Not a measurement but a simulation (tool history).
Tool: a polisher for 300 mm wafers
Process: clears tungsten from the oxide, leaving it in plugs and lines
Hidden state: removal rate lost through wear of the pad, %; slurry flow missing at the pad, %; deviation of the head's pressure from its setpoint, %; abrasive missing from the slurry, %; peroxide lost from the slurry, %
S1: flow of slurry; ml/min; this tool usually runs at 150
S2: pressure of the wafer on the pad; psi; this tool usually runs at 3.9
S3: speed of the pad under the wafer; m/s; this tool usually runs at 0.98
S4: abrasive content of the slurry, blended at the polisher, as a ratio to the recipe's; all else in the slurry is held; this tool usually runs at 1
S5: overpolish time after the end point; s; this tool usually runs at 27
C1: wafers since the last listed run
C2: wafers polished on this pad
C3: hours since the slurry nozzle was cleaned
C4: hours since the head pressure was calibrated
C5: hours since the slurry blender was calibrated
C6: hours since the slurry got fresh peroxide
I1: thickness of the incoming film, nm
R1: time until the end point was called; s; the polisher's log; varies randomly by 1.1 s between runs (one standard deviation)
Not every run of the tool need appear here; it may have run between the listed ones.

run 1 day=0 | S1=150 S2=3.9 S3=0.98 S4=1 S5=17 | C1=0 C2=328 C3=77.2 C4=542.2 C5=104.2 C6=374.6 | I1=369.8 | R1=100.3
run 2 day=2.346 | S1=150 S2=3.9 S3=0.98 S4=1 S5=17 | C1=604 C2=932 C3=133.5 C4=598.5 C5=160.5 C6=430.9 | I1=367.2 | R1=101.1
-- day=2.642 slurry tank refilled with fresh slurry and peroxide
run 3 day=4.9 | S1=150 S2=3.9 S3=0.98 S4=1 S5=27 | C1=647 C2=1580 C3=194.8 C4=659.8 C5=221.8 C6=54.2 | I1=368.1 | R1=95.6
run 4 day=7.379 | S1=150 S2=3.9 S3=0.98 S4=1.1 S5=27 | C1=639 C2=2219 C3=254.3 C4=719.3 C5=281.3 C6=113.7 | I1=374.5 | R1=98.2
run 5 day=10.267 | S1=150 S2=3.4 S3=0.98 S4=1 S5=27 | C1=744 C2=2964 C3=323.6 C4=788.6 C5=350.6 C6=183 | I1=365.8 | R1=108.3
run 6 day=12.842 | S1=130 S2=3.9 S3=0.74 S4=0.8 S5=42 | C1=663 C2=3627 C3=385.4 C4=850.4 C5=412.4 C6=244.8 | I1=372 | R1=138.5
-- day=17.025 slurry blender recalibrated
run 7 day=18.246 | S1=150 S2=3.9 S3=0.98 S4=0.8 S5=27 | C1=1371 C2=4999 C3=515.1 C4=980.1 C5=29.3 C6=374.5 | I1=369.7 | R1=106.3
-- day=18.588 worn pad replaced by a new one
run 8 day=19.729 | S1=200 S2=2.6 S3=0.98 S4=1.1 S5=18 | C1=339 C2=294 C3=550.7 C4=1015.7 C5=64.9 C6=410.1 | I1=371.7 | R1=136
run 9 day=22.175 | S1=150 S2=3.9 S3=1.28 S4=1.2 S5=42 | C1=630 C2=924 C3=609.4 C4=1074.4 C5=123.6 C6=468.8 | I1=367 | R1=76.9
-- day=23.679 slurry tank refilled with fresh slurry and peroxide
run 10 day=24.754 | S1=150 S2=4.3 S3=0.98 S4=1.1 S5=37 | C1=654 C2=1578 C3=671.3 C4=1136.3 C5=185.5 C6=25.8 | I1=367 | R1=85.4
run 11 day=26.488 | S1=150 S2=2.6 S3=0.98 S4=1.2 S5=32 | C1=446 C2=2025 C3=712.9 C4=1177.9 C5=227.1 C6=67.4 | I1=369.7 | R1=133.8
run 12 day=29.079 | S1=190 S2=3.9 S3=0.98 S4=1 S5=18 | C1=668 C2=2693 C3=775.1 C4=1240.1 C5=289.3 C6=129.6 | I1=372.5 | R1=92.8
run 13 day=31.888 | S1=150 S2=3.9 S3=0.98 S4=1 S5=14 | C1=723 C2=3417 C3=842.5 C4=1307.5 C5=356.7 C6=197 | I1=375.9 | R1=99.4
-- day=32.617 slurry nozzle cleaned
-- day=33.121 head pressure recalibrated
run 14 day=33.733 | S1=150 S2=3.9 S3=0.98 S4=1 S5=14 | C1=443 C2=3861 C3=26.8 C4=14.7 C5=401 C6=241.3 | I1=362.2 | R1=95.5
-- day=34.733 slurry blender recalibrated
-- day=36.4 worn pad replaced by a new one
run 15 day=36.733 | S1=190 S2=3.9 S3=0.98 S4=1 S5=18 | C1=708 C2=85 C3=98.8 C4=86.7 C5=48 C6=313.3 | I1=364.6 | R1=95.4
run 16 day=38.408 | S1=150 S2=3.9 S3=0.98 S4=1 S5=27 | C1=431 C2=517 C3=139 C4=126.9 C5=88.2 C6=353.5 | I1=368.2 | R1=98.6
run 17 day=39.454 | S1=150 S2=3.9 S3=0.98 S4=1 S5=27 | C1=269 C2=787 C3=164.1 C4=152 C5=113.3 C6=378.6 | I1=368.6 | R1=99.2
run 18 day=42.271 | S1=150 S2=3.9 S3=0.98 S4=1 S5=27 | C1=726 C2=1513 C3=231.7 C4=219.6 C5=180.9 C6=446.2 | I1=370.1 | R1=101

Expected results for the next run?
-- day=43.108 slurry tank refilled with fresh slurry and peroxide
run 19 day=44.304 | S1=150 S2=4.7 S3=0.84 S4=1 S5=27 | C1=513 C2=2026 C3=280.5 C4=268.4 C5=229.7 C6=28.7 | I1=375.5 | R1=?

Logged for run 19: R1 93.7 s.
If the tool had no hidden condition, the same run with the same run-to-run variation would have returned R1 93.2 s.
